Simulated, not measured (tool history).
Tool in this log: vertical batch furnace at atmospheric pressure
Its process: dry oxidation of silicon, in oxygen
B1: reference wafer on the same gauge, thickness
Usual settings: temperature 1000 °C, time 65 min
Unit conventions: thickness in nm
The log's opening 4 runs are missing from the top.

run 5 hour=340.8 | temperature=1000 time=65 | B1=42.88 | thickness=54.22
run 6 hour=401.7 | temperature=1000 time=65 | B1=42.82 | thickness=53.92
run 7 hour=501.7 | temperature=1000 time=65 | B1=42.93 | thickness=54.56
run 8 hour=560.5 | temperature=1000 time=65 | B1=42.84 | thickness=54.16
run 9 hour=609.3 | temperature=1000 time=65 | B1=42.89 | thickness=54.07
run 10 hour=709.3 | temperature=1000 time=65 | B1=42.94 | thickness=54.64
run 11 hour=770.4 | temperature=1000 time=65 | B1=42.87 | thickness=54.25
run 12 hour=875 | temperature=1000 time=65 | B1=42.87 | thickness=54.56
run 13 hour=956.5 | temperature=1000 time=65 | B1=42.92 | thickness=54.85
run 14 hour=1030 | temperature=1000 time=65 | B1=42.9 | thickness=54.99
-- hour=1050.6 gauge calibrated
run 15 hour=1076.9 | temperature=1000 time=65 | B1=42.97 | thickness=54.7
run 16 hour=1152.9 | temperature=1000 time=65 | B1=42.92 | thickness=54.91
run 17 hour=1199.9 | temperature=1000 time=65 | B1=42.85 | thickness=54.59
run 18 hour=1237.3 | temperature=978 time=89.5 | B1=42.91 | thickness=55.17
run 19 hour=1296.5 | temperature=1000 time=65 | B1=42.86 | thickness=54.8
-- hour=1412.7 boat lift adjusted
run 20 hour=1413.2 | temperature=1012 time=65 | B1=42.96 | thickness=61.81
run 21 hour=1461.2 | temperature=1000 time=65 | B1=42.87 | thickness=54.9
run 22 hour=1500.1 | temperature=1000 time=65 | B1=42.89 | thickness=55.07
run 23 hour=1567.1 | temperature=1023 time=84.5 | B1=42.93 | thickness=81.59
run 24 hour=1643.1 | temperature=1017 time=56 | B1=42.9 | thickness=58.6
run 25 hour=1869.2 | temperature=1016 time=87.5 | B1=42.88 | thickness=78.16

What does the tool deliver on the next run?
-- hour=1947.5 thermocouples replaced and temperature profile calibrated
run 26 hour=1948 | temperature=980 time=86.5 | B1=? | thickness=?

{"run 26": {"B1": 42.89, "thickness": 53.86}}
With the hidden condition absent and the run-to-run variation left alone, this run would have shown thickness 53.8 nm.

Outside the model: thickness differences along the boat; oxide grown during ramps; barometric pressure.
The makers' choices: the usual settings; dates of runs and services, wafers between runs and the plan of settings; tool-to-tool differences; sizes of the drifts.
